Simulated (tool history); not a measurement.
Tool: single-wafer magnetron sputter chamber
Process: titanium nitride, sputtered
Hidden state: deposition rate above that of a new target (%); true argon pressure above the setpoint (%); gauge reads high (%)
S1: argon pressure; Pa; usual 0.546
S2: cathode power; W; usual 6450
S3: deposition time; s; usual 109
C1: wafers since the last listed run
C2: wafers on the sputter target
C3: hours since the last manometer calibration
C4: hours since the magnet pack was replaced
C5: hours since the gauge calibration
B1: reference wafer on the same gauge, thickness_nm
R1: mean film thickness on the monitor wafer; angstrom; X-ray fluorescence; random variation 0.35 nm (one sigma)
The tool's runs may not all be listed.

Run 1, hour 0: usual settings; C1 0; C2 2946; C3 758.7; C4 6846.3; C5 1240.1; B1 142.184. Result: R1 1220.13 angstrom.
At hour 30.3: sputter target and shields replaced.
Run 2, hour 34.6: usual settings; C1 321; C2 52; C3 793.3; C4 6880.9; C5 1274.7; B1 142.189. Result: R1 1220.56 angstrom.
Run 3, hour 50.6: usual settings but S2 7550 W; C1 193; C2 246; C3 809.3; C4 6896.9; C5 1290.7; B1 142.019. Result: R1 1433.2 angstrom.
Run 4, hour 74.9: usual settings but S2 7550 W; C1 294; C2 540; C3 833.6; C4 6921.2; C5 1315; B1 142.07. Result: R1 1422.53 angstrom.
Run 5, hour 97.8: usual settings; C1 277; C2 817; C3 856.5; C4 6944.1; C5 1337.9; B1 142.2. Result: R1 1216.64 angstrom.
Run 6, hour 129.4: usual settings; C1 382; C2 1200; C3 888.1; C4 6975.7; C5 1369.5; B1 142.273. Result: R1 1226.03 angstrom.
Run 7, hour 142.5: usual settings but S3 120 s; C1 158; C2 1358; C3 901.2; C4 6988.8; C5 1382.6; B1 142.16. Result: R1 1346.51 angstrom.
At hour 167.3: gauge calibrated.
Run 8, hour 171.7: usual settings but S3 120 s; C1 353; C2 1712; C3 930.4; C4 7018; C5 4.4; B1 140.291. Result: R1 1328.32 angstrom.
Run 9, hour 205.1: usual settings but S3 120 s; C1 404; C2 2116; C3 963.8; C4 7051.4; C5 37.8; B1 140.684. Result: R1 1331.06 angstrom.
Run 10, hour 231.8: usual settings but S1 0.408 Pa, S3 115 s; C1 323; C2 2439; C3 990.5; C4 7078.1; C5 64.5; B1 140.818. Result: R1 1335.13 angstrom.
Run 11, hour 259.5: usual settings; C1 335; C2 2775; C3 1018.2; C4 7105.8; C5 92.2; B1 140.695. Result: R1 1205.28 angstrom.
Run 12, hour 280: usual settings; C1 248; C2 3023; C3 1038.7; C4 7126.3; C5 112.7; B1 140.994. Result: R1 1207.87 angstrom.
Run 13, hour 293.9: usual settings but S2 4900 W, S3 124 s; C1 168; C2 3191; C3 1052.6; C4 7140.2; C5 126.6; B1 140.764. Result: R1 1051.29 angstrom.
At hour 302.9: sputter target and shields replaced.
Run 14, hour 310.8: usual settings; C1 107; C2 96; C3 1069.5; C4 7157.1; C5 143.5; B1 140.877. Result: R1 1213 angstrom.
Run 15, hour 336.4: usual settings but S2 7450 W; C1 309; C2 405; C3 1095.1; C4 7182.7; C5 169.1; B1 141.153. Result: R1 1400.11 angstrom.
Run 16, hour 357.1: usual settings but S1 0.617 Pa, S2 5400 W; C1 250; C2 656; C3 1115.8; C4 7203.4; C5 189.8; B1 141.307. Result: R1 990.14 angstrom.
Run 17, hour 389.8: usual settings but S2 7350 W; C1 395; C2 1052; C3 1148.5; C4 7236.1; C5 222.5; B1 141.171. Result: R1 1380.7 angstrom.
At hour 424.7: capacitance manometer re-zeroed and calibrated.
Run 18, hour 425.8: usual settings; C1 338; C2 1391; C3 1.1; C4 7272.1; C5 258.5; B1 141.248. Result: R1 1211.74 angstrom.
At hour 514.2: magnet pack replaced.
Run 19, hour 531: usual settings but S1 0.715 Pa, S2 5150 W, S3 123 s; C1 1176; C2 2567; C3 106.3; C4 16.8; C5 363.7; B1 141.568. Result: R1 1033.7 angstrom.
Run 20, hour 555.3: usual settings but S1 0.621 Pa, S2 7250 W; C1 294; C2 2862; C3 130.6; C4 41.1; C5 388; B1 141.695. Result: R1 1332.7 angstrom.
Run 21, hour 588.4: usual settings but S1 0.347 Pa, S2 5150 W; C1 400; C2 3262; C3 163.7; C4 74.2; C5 421.1; B1 141.625. Result: R1 1037.79 angstrom.
Run 22, hour 601.5: usual settings but S2 7500 W, S3 128 s; C1 158; C2 3421; C3 176.8; C4 87.3; C5 434.2; B1 141.718. Result: R1 1667.34 angstrom.
Run 23, hour 633.2: usual settings but S1 0.486 Pa; C1 383; C2 3805; C3 208.5; C4 119; C5 465.9; B1 141.814. Result: R1 1241.98 angstrom.
At hour 646.3: sputter target and shields replaced.
Run 24, hour 647.3: usual settings but S3 91 s; C1 73; C2 12; C3 222.6; C4 133.1; C5 480; B1 141.89. Result: R1 1018.45 angstrom.
Run 25, hour 671.9: usual settings but S3 128 s; C1 297; C2 309; C3 247.2; C4 157.7; C5 504.6; B1 141.841. Result: R1 1430.27 angstrom.
Run 26, hour 706.6: usual settings; C1 420; C2 729; C3 281.9; C4 192.4; C5 539.3; B1 142.023. Result: R1 1226.22 angstrom.
Run 27, hour 729.7: usual settings but S1 0.736 Pa, S2 6000 W, S3 129 s; C1 279; C2 1009; C3 305; C4 215.5; C5 562.4; B1 141.892. Result: R1 1262.8 angstrom.
Run 28, hour 752.4: usual settings; C1 274; C2 1284; C3 327.7; C4 238.2; C5 585.1; B1 142.057. Result: R1 1220.04 angstrom.
Run 29, hour 803.4: usual settings; C1 617; C2 1901; C3 378.7; C4 289.2; C5 636.1; B1 141.817. Result: R1 1223.72 angstrom.
Run 30, hour 834.3: usual settings but S2 4950 W; C1 374; C2 2275; C3 409.6; C4 320.1; C5 667; B1 142.071. Result: R1 935.67 angstrom.
Run 31, hour 854.9: usual settings but S2 6950 W, S3 129 s; C1 249; C2 2525; C3 430.2; C4 340.7; C5 687.6; B1 142.224. Result: R1 1560.16 angstrom.
Run 32, hour 889.2: usual settings but S1 0.604 Pa, S2 7350 W, S3 122 s; C1 415; C2 2940; C3 464.5; C4 375; C5 721.9; B1 142.101. Result: R1 1530.91 angstrom.
Run 33, hour 911: usual settings but S1 0.434 Pa, S3 97 s; C1 263; C2 3204; C3 486.3; C4 396.8; C5 743.7; B1 142.183. Result: R1 1130.36 angstrom.
Run 34, hour 944.3: usual settings but S1 0.389 Pa; C1 403; C2 3607; C3 519.6; C4 430.1; C5 777; B1 142.209. Result: R1 1288.27 angstrom.

Hidden state at the last listed run before each entry between runs and at the first one after, where it differs:
Between runs 1 and 2: sputter target and shields replaced (hour 30.3)
  no hidden state differs between the two runs
  measured less the result without the state, R1: +18.1 -> +18.2 angstrom
Between runs 7 and 8: gauge calibrated (hour 167.3)
  gauge reads high (%): 1.54 -> 0.28
  measured less the result without the state, R1: +20.38 -> +3.71 angstrom
Between runs 13 and 14: sputter target and shields replaced (hour 302.9)
  gauge reads high (%): 0.638 -> 0.681
  measured less the result without the state, R1: +6.66 -> +8.2 angstrom
Between runs 17 and 18: capacitance manometer re-zeroed and calibrated (hour 424.7)
  gauge reads high (%): 0.862 -> 0.935
  measured less the result without the state, R1: +11.79 -> +11.22 angstrom
Between runs 18 and 19: magnet pack replaced (hour 514.2)
  gauge reads high (%): 0.935 -> 1.12
  measured less the result without the state, R1: +11.22 -> +11.44 angstrom
Between runs 23 and 24: sputter target and shields replaced (hour 646.3)
  gauge reads high (%): 1.26 -> 1.28
  measured less the result without the state, R1: +15.49 -> +12.88 angstrom
